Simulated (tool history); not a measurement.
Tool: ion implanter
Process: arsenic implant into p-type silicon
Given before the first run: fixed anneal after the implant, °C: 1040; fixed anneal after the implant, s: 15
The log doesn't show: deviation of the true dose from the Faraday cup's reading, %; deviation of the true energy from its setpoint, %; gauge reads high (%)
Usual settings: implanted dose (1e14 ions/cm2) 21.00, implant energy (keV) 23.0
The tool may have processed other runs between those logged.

run	hour	implanted dose (1e14 ions/cm2)	implant energy (keV)	wafers since the last listed run	hours since the last dose calibration	hours since the extraction supply was calibrated	hours since the gauge calibration	read-back reference wafer on the same gauge, sheet resistance	sheet resistance of the implanted and annealed layer (ohm/square)
1	0.0	21.00	18.0	0	159.7	5369.3	3928.7	83.30	88.99
2	105.2	21.00	18.0	1742	264.9	5474.5	4033.9	83.31	89.24
3	204.4	21.00	18.0	1643	364.1	5573.7	4133.1	83.30	89.22
4	302.2	21.00	23.0	1619	461.9	5671.5	4230.9	83.30	84.30
5	357.9	21.00	23.0	922	517.6	5727.2	4286.6	83.31	84.46
6	463.1	24.51	23.0	1742	622.8	5832.4	4391.8	83.30	80.75
7	529.8	24.51	23.0	1104	689.5	5899.1	4458.5	83.29	81.01
8	572.7	21.00	19.0	710	732.4	5942.0	4501.4	83.32	88.23
9	669.3	21.00	19.0	1599	829.0	6038.6	4598.0	83.31	88.60
10	767.5	21.00	19.0	1626	927.2	6136.8	4696.2	83.29	88.79
11	865.9	21.00	16.5	1629	1025.6	6235.2	4794.6	83.30	91.49
12	934.1	21.00	29.5	1129	1093.8	6303.4	4862.8	83.30	79.00
13	1010.1	21.00	29.5	1258	1169.8	6379.4	4938.8	83.29	79.09
# hour 1057.1: extraction supply calibrated
14	1093.5	21.00	23.0	1248	1253.2	36.4	5022.2	83.30	83.43
# hour 1103.2: gauge calibrated
15	1388.9	21.00	23.0	4892	1548.6	331.8	285.7	83.30	83.87
16	1467.1	21.00	26.0	1295	1626.8	410.0	363.9	83.28	81.26
17	1529.2	21.00	28.5	1028	1688.9	472.1	426.0	83.29	79.00
18	1575.0	17.15	20.5	758	1734.7	517.9	471.8	83.30	92.02
19	1652.6	24.11	27.5	1285	1812.3	595.5	549.4	83.31	76.49
# hour 1692.0: Faraday cup replaced and dose calibrated
20	1732.2	19.23	28.5	1185	40.2	675.1	629.0	83.31	80.15
21	2024.3	26.23	18.0	4837	332.3	967.2	921.1	83.30	84.22
22	2074.4	24.85	23.0	829	382.4	1017.3	971.2	83.31	79.81
23	2133.0	25.03	18.0	970	441.0	1075.9	1029.8	83.32	85.00
24	2345.8	18.09	23.0	3524	653.8	1288.7	1242.6	83.29	88.02
25	2387.5	22.73	18.0	690	695.5	1330.4	1284.3	83.34	87.20
26	2537.5	21.00	23.0	2484	845.5	1480.4	1434.3	83.29	84.02
27	2641.3	21.00	23.0	1719	949.3	1584.2	1538.1	83.31	83.95
28	2712.6	21.00	18.5	1180	1020.6	1655.5	1609.4	83.30	88.74
29	2775.6	19.11	29.5	1043	1083.6	1718.5	1672.4	83.30	81.25
30	2841.5	18.80	19.0	1091	1149.5	1784.4	1738.3	83.32	91.09
31	2883.5	21.00	23.0	695	1191.5	1826.4	1780.3	83.33	84.36
32	2977.5	15.79	29.5	1556	1285.5	1920.4	1874.3	83.30	88.21
33	3060.3	18.29	23.0	1371	1368.3	2003.2	1957.1	83.31	88.13
34	3115.9	27.27	29.5	920	1423.9	2058.8	2012.7	83.32	72.54
35	3198.0	21.00	23.0	1359	1506.0	2140.9	2094.8	83.28	84.25
36	3273.4	15.92	30.0	1248	1581.4	2216.3	2170.2	83.29	87.67
37	3335.8	26.64	16.5	1033	1643.8	2278.7	2232.6	83.32	86.47

Below, each run's measurement less what the same run would have read without the hidden state. Both values contain the same run-to-run variation, but the gauge's scatter may not be the same in both:
run	sheet resistance of the implanted and annealed layer (ohm/square)
1	+1.03
2	+1.18
3	+1.29
4	+1.57
5	+1.63
6	+1.60
7	+1.65
8	+1.66
9	+1.72
10	+1.78
11	+1.70
12	+2.14
13	+2.17
14	+1.03
15	+1.22
16	+1.31
17	+1.37
18	+1.67
19	+1.20
20	+0.30
21	+0.62
22	+0.76
23	+0.75
24	+1.39
25	+1.06
26	+1.37
27	+1.45
28	+1.39
29	+1.80
30	+1.66
31	+1.60
32	+2.33
33	+1.93
34	+1.45
35	+1.74
36	+2.48
37	+1.30
